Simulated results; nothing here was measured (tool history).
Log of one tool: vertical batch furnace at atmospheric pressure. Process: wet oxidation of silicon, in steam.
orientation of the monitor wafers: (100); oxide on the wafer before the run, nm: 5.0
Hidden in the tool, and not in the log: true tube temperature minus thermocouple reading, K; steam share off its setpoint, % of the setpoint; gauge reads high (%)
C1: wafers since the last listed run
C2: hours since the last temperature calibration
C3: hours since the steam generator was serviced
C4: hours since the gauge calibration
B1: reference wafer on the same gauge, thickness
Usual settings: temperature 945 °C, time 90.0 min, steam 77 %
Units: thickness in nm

{"run": 1, "hour": 0.0, "temperature": 945, "time": 90.0, "steam": 77, "C1": 0, "C2": 2269.2, "C3": 1742.6, "C4": 995.2, "B1": 224.07, "thickness": 272.13}
{"run": 2, "hour": 95.9, "temperature": 959, "time": 59.0, "steam": 77, "C1": 1488, "C2": 2365.1, "C3": 1838.5, "C4": 1091.1, "B1": 224.12, "thickness": 225.75}
{"hour": 124.4, "done": "steam generator serviced"}
{"run": 3, "hour": 172.1, "temperature": 959, "time": 59.0, "steam": 77, "C1": 810, "C2": 2441.3, "C3": 47.7, "C4": 1167.3, "B1": 224.17, "thickness": 225.23}
{"run": 4, "hour": 353.6, "temperature": 959, "time": 59.0, "steam": 77, "C1": 2817, "C2": 2622.8, "C3": 229.2, "C4": 1348.8, "B1": 224.29, "thickness": 225.09}
{"run": 5, "hour": 420.9, "temperature": 945, "time": 90.0, "steam": 77, "C1": 1044, "C2": 2690.1, "C3": 296.5, "C4": 1416.1, "B1": 224.15, "thickness": 273.79}
{"run": 6, "hour": 481.5, "temperature": 945, "time": 90.0, "steam": 77, "C1": 940, "C2": 2750.7, "C3": 357.1, "C4": 1476.7, "B1": 223.95, "thickness": 272.29}
{"run": 7, "hour": 538.6, "temperature": 945, "time": 90.0, "steam": 77, "C1": 886, "C2": 2807.8, "C3": 414.2, "C4": 1533.8, "B1": 224.28, "thickness": 272.33}
{"run": 8, "hour": 577.6, "temperature": 945, "time": 90.0, "steam": 77, "C1": 605, "C2": 2846.8, "C3": 453.2, "C4": 1572.8, "B1": 223.97, "thickness": 273.37}
{"run": 9, "hour": 632.7, "temperature": 945, "time": 90.0, "steam": 77, "C1": 855, "C2": 2901.9, "C3": 508.3, "C4": 1627.9, "B1": 224.28, "thickness": 272.72}
{"run": 10, "hour": 671.1, "temperature": 945, "time": 90.0, "steam": 77, "C1": 596, "C2": 2940.3, "C3": 546.7, "C4": 1666.3, "B1": 224.14, "thickness": 273.89}
{"run": 11, "hour": 725.5, "temperature": 945, "time": 90.0, "steam": 77, "C1": 844, "C2": 2994.7, "C3": 601.1, "C4": 1720.7, "B1": 224.52, "thickness": 275.48}
{"run": 12, "hour": 827.1, "temperature": 945, "time": 90.0, "steam": 77, "C1": 1577, "C2": 3096.3, "C3": 702.7, "C4": 1822.3, "B1": 223.99, "thickness": 275.09}
{"run": 13, "hour": 897.0, "temperature": 963, "time": 90.0, "steam": 77, "C1": 1085, "C2": 3166.2, "C3": 772.6, "C4": 1892.2, "B1": 224.3, "thickness": 321.98}
{"run": 14, "hour": 994.6, "temperature": 963, "time": 90.0, "steam": 77, "C1": 1515, "C2": 3263.8, "C3": 870.2, "C4": 1989.8, "B1": 224.1, "thickness": 321.81}
{"run": 15, "hour": 1100.8, "temperature": 969, "time": 117.0, "steam": 71, "C1": 1648, "C2": 3370.0, "C3": 976.4, "C4": 2096.0, "B1": 224.19, "thickness": 383.66}
{"run": 16, "hour": 1145.1, "temperature": 945, "time": 90.0, "steam": 77, "C1": 687, "C2": 3414.3, "C3": 1020.7, "C4": 2140.3, "B1": 223.87, "thickness": 273.86}
{"run": 17, "hour": 1244.6, "temperature": 963, "time": 90.0, "steam": 77, "C1": 1544, "C2": 3513.8, "C3": 1120.2, "C4": 2239.8, "B1": 223.82, "thickness": 322.03}
{"hour": 1329.7, "done": "gauge calibrated"}
{"run": 18, "hour": 1341.4, "temperature": 945, "time": 90.0, "steam": 77, "C1": 1502, "C2": 3610.6, "C3": 1217.0, "C4": 11.7, "B1": 224.09, "thickness": 274.39}
{"run": 19, "hour": 1429.0, "temperature": 945, "time": 75.5, "steam": 81, "C1": 1360, "C2": 3698.2, "C3": 1304.6, "C4": 99.3, "B1": 223.95, "thickness": 250.16}
{"run": 20, "hour": 1506.7, "temperature": 945, "time": 90.0, "steam": 88, "C1": 1206, "C2": 3775.9, "C3": 1382.3, "C4": 177.0, "B1": 223.83, "thickness": 302.35}
{"run": 21, "hour": 1563.3, "temperature": 945, "time": 134.0, "steam": 69, "C1": 878, "C2": 3832.5, "C3": 1438.9, "C4": 233.6, "B1": 224.18, "thickness": 342.48}
{"run": 22, "hour": 1613.9, "temperature": 945, "time": 70.5, "steam": 77, "C1": 785, "C2": 3883.1, "C3": 1489.5, "C4": 284.2, "B1": 224.29, "thickness": 225.81}
{"run": 23, "hour": 1697.7, "temperature": 959, "time": 59.0, "steam": 77, "C1": 1301, "C2": 3966.9, "C3": 1573.3, "C4": 368.0, "B1": 223.61, "thickness": 224.35}
{"run": 24, "hour": 1755.7, "temperature": 945, "time": 75.5, "steam": 72, "C1": 900, "C2": 4024.9, "C3": 1631.3, "C4": 426.0, "B1": 224.12, "thickness": 226.27}
{"hour": 1798.6, "done": "thermocouples replaced and temperature profile calibrated"}
{"run": 25, "hour": 1804.5, "temperature": 922, "time": 90.0, "steam": 85, "C1": 385, "C2": 5.9, "C3": 1680.1, "C4": 474.8, "B1": 223.99, "thickness": 238.39}
{"hour": 1830.0, "done": "steam generator serviced"}
{"run": 26, "hour": 2111.6, "temperature": 945, "time": 90.0, "steam": 77, "C1": 4395, "C2": 313.0, "C3": 281.6, "C4": 781.9, "B1": 224.34, "thickness": 273.22}
{"run": 27, "hour": 2194.3, "temperature": 945, "time": 90.0, "steam": 84, "C1": 1283, "C2": 395.7, "C3": 364.3, "C4": 864.6, "B1": 223.79, "thickness": 293.77}
{"run": 28, "hour": 2274.4, "temperature": 945, "time": 54.0, "steam": 77, "C1": 1243, "C2": 475.8, "C3": 444.4, "C4": 944.7, "B1": 223.75, "thickness": 183.42}
{"run": 29, "hour": 2401.4, "temperature": 945, "time": 74.5, "steam": 74, "C1": 1971, "C2": 602.8, "C3": 571.4, "C4": 1071.7, "B1": 224.12, "thickness": 227.66}

Forecast each of these 4 alternatives for the next run:
{"run": "A", "hour": 2406.6, "temperature": 957, "time": 90.0, "steam": 77, "C1": 80, "C2": 608.0, "C3": 576.6, "C4": 1076.9, "B1": "?", "thickness": "?"}
{"run": "B", "hour": 2406.6, "temperature": 937, "time": 65.5, "steam": 83, "C1": 80, "C2": 608.0, "C3": 576.6, "C4": 1076.9, "B1": "?", "thickness": "?"}
{"run": "C", "hour": 2406.6, "temperature": 945, "time": 113.0, "steam": 82, "C1": 80, "C2": 608.0, "C3": 576.6, "C4": 1076.9, "B1": "?", "thickness": "?"}
{"run": "D", "hour": 2406.6, "temperature": 927, "time": 90.0, "steam": 68, "C1": 80, "C2": 608.0, "C3": 576.6, "C4": 1076.9, "B1": "?", "thickness": "?"}

run=A B1=224.08 thickness=305.55
run=B B1=224.08 thickness=208.87
run=C B1=224.08 thickness=341.23
run=D B1=224.08 thickness=208.01
Without the tool's hidden state the same runs would have given:
run=A thickness=305.55
run=B thickness=208.87
run=C thickness=341.23
run=D thickness=208.01

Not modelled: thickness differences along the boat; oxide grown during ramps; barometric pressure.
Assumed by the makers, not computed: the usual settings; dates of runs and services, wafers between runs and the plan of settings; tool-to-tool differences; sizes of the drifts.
